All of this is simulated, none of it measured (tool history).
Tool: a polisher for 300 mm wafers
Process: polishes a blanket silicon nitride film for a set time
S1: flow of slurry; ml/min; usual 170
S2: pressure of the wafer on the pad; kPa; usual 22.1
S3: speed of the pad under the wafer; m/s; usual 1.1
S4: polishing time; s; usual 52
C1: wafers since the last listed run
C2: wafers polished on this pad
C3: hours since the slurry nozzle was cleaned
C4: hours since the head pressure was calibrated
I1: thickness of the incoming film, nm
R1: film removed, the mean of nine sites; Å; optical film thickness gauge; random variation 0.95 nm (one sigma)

Run 1, hour 0: usual settings; C1 0; C2 160; C3 690.6; C4 1264.8; I1 462.9. Result: R1 885 Å.
Run 2, hour 16.8: usual settings but S1 195 ml/min; C1 214; C2 375; C3 707.4; C4 1281.6; I1 450.5. Result: R1 893 Å.
At hour 29.4: worn pad replaced by a new one.
Run 3, hour 29.9: usual settings but S1 195 ml/min; C1 116; C2 6; C3 720.5; C4 1294.7; I1 461.2. Result: R1 876 Å.
Run 4, hour 38: usual settings but S1 195 ml/min; C1 103; C2 110; C3 728.6; C4 1302.8; I1 461.5. Result: R1 891 Å.
Run 5, hour 55.1: usual settings; C1 218; C2 329; C3 745.7; C4 1319.9; I1 456.2. Result: R1 888 Å.
At hour 73.8: worn pad replaced by a new one.
Run 6, hour 74.3: usual settings but S3 0.98 m/s, S4 58 s; C1 194; C2 5; C3 764.9; C4 1339.1; I1 463.8. Result: R1 915 Å.
At hour 76.8: head pressure recalibrated.
Run 7, hour 85.2: usual settings; C1 113; C2 119; C3 775.8; C4 8.4; I1 457.6. Result: R1 884 Å.
Run 8, hour 91.6: usual settings; C1 81; C2 201; C3 782.2; C4 14.8; I1 464.6. Result: R1 889 Å.
Run 9, hour 106.9: usual settings; C1 195; C2 397; C3 797.5; C4 30.1; I1 459.9. Result: R1 875 Å.
Run 10, hour 117.6: usual settings but S3 1.3 m/s; C1 136; C2 534; C3 808.2; C4 40.8; I1 454.4. Result: R1 980 Å.
At hour 124.1: worn pad replaced by a new one.
Run 11, hour 124.6: usual settings but S2 20 kPa; C1 38; C2 6; C3 815.2; C4 47.8; I1 455.4. Result: R1 802 Å.
Run 12, hour 132.8: usual settings but S1 130 ml/min, S3 1.44 m/s; C1 104; C2 111; C3 823.4; C4 56; I1 463.3. Result: R1 1021 Å.
Run 13, hour 139.4: usual settings but S1 130 ml/min, S4 45 s; C1 84; C2 195; C3 830; C4 62.6; I1 450.9. Result: R1 731 Å.
Run 14, hour 146.8: usual settings but S1 150 ml/min, S3 1 m/s; C1 94; C2 290; C3 837.4; C4 70; I1 458.1. Result: R1 799 Å.
Run 15, hour 155.5: usual settings; C1 111; C2 401; C3 846.1; C4 78.7; I1 451.3. Result: R1 883 Å.
At hour 166.8: worn pad replaced by a new one.
Run 16, hour 167.3: usual settings but S4 41 s; C1 99; C2 6; C3 857.9; C4 90.5; I1 453.2. Result: R1 701 Å.
At hour 169.3: slurry nozzle cleaned.
Run 17, hour 174.6: usual settings but S3 0.96 m/s; C1 80; C2 86; C3 5.3; C4 97.8; I1 464.2. Result: R1 823 Å.
Run 18, hour 182.1: usual settings but S2 29 kPa, S4 35 s; C1 95; C2 182; C3 12.8; C4 105.3; I1 458.4. Result: R1 770 Å.
Run 19, hour 191.4: usual settings but S1 115 ml/min; C1 118; C2 301; C3 22.1; C4 114.6; I1 458.1. Result: R1 846 Å.
Run 20, hour 198.8: usual settings; C1 94; C2 396; C3 29.5; C4 122; I1 451. Result: R1 877 Å.
At hour 205.5: worn pad replaced by a new one.
Run 21, hour 216.4: usual settings but S2 19.3 kPa; C1 173; C2 139; C3 47.1; C4 139.6; I1 459.1. Result: R1 766 Å.
Run 22, hour 225.3: usual settings but S2 28.3 kPa, S3 0.86 m/s; C1 113; C2 253; C3 56; C4 148.5; I1 461.7. Result: R1 985 Å.

The tool's hidden state at each run:
removal rate lost through wear of the pad, %: 0 in every run
slurry flow missing at the pad, %: 0 in every run
deviation of the head's pressure from its setpoint, %: 0 in every run
